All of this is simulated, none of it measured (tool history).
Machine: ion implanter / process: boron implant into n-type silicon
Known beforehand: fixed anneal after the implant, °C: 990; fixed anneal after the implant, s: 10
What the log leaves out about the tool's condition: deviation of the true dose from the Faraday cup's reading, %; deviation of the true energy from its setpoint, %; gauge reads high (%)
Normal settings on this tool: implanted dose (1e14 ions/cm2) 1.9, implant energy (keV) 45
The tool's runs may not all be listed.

run     day  implanted dose (1e14 ions/cm2)  implant energy (keV)  wafers since the last listed run  hours since the last dose calibration  hours since the extraction supply was calibrated  hours since the gauge calibration  read-back reference wafer on the same gauge, sheet resistance  sheet resistance of the implanted and annealed layer (ohm/square)
  1       0                             1.9                    45                                 0                                 1942.6                                              3845                              204.9                                                         327.08                                                             417.83
  2   1.471                             1.9                    45                              1130                                 1977.9                                            3880.3                              240.2                                                         326.96                                                             418.07
  3   2.267                            1.71                    45                               611                                   1997                                            3899.4                              259.3                                                         326.97                                                             448.87
  4   3.088                            1.71                    45                               630                                 2016.7                                            3919.1                                279                                                         327.12                                                             449.15
  5   6.867                            1.71                    45                              2903                                 2107.4                                            4009.8                              369.7                                                         327.05                                                             449.61
  6   7.604                             1.9                    45                               566                                 2125.1                                            4027.5                              387.4                                                         326.85                                                             418.97
      8.608  -- extraction supply calibrated
      8.746  -- Faraday cup replaced and dose calibrated
  7   8.767                             1.9                    45                               532                                    0.5                                               3.8                              415.3                                                         326.81                                                              405.3
  8   9.617                             1.9                    45                               653                                   20.9                                              24.2                              435.7                                                         327.05                                                             406.31
     10.283  -- gauge calibrated
  9  10.308                            1.65                    39                               531                                   37.5                                              40.8                                0.6                                                         327.11                                                             457.22
 10  11.717                            2.38                  34.5                              1082                                   71.3                                              74.6                               34.4                                                         327.05                                                             360.61
 11  12.558                             1.9                    45                               646                                   91.5                                              94.8                               54.6                                                         326.96                                                             406.04
 12  13.421                            1.39                    39                               662                                  112.2                                             115.5                               75.3                                                         326.95                                                             513.26
 13  15.817                             1.9                    31                              1840                                  169.7                                               173                              132.8                                                         326.89                                                             428.74
 14  16.929                             1.9                    32                               854                                  196.4                                             199.7                              159.5                                                         327.11                                                             428.01
 15  18.396                             1.9                    45                              1126                                  231.6                                             234.9                              194.7                                                         327.08                                                              405.8
 16  19.858                            2.08                  59.5                              1123                                  266.7                                               270                              229.8                                                         327.08                                                             364.39

Predict each of these 4 candidate next runs independently; none follows another, all start after run 16:
  A  19.875                             1.9                    45                                12                                  267.1                                             270.4                              230.2                                                              ?                                                                  ?
  B  19.875                            2.38                  51.5                                12                                  267.1                                             270.4                              230.2                                                              ?                                                                  ?
  C  19.875                            2.31                  53.5                                12                                  267.1                                             270.4                              230.2                                                              ?                                                                  ?
  D  19.875                            2.14                    35                                12                                  267.1                                             270.4                              230.2                                                              ?                                                                  ?

run  read-back reference wafer on the same gauge, sheet resistance  sheet resistance of the implanted and annealed layer (ohm/square)
  A                                                         327.02                                                             405.96
  B                                                         327.02                                                             341.57
  C                                                         327.02                                                              346.4
  D                                                         327.02                                                             388.24
Take away the tool's hidden state, keep each run's random variation, and the runs would have read:
run  sheet resistance of the implanted and annealed layer (ohm/square)
  A                                                              406.1
  B                                                             341.69
  C                                                             346.52
  D                                                             388.38

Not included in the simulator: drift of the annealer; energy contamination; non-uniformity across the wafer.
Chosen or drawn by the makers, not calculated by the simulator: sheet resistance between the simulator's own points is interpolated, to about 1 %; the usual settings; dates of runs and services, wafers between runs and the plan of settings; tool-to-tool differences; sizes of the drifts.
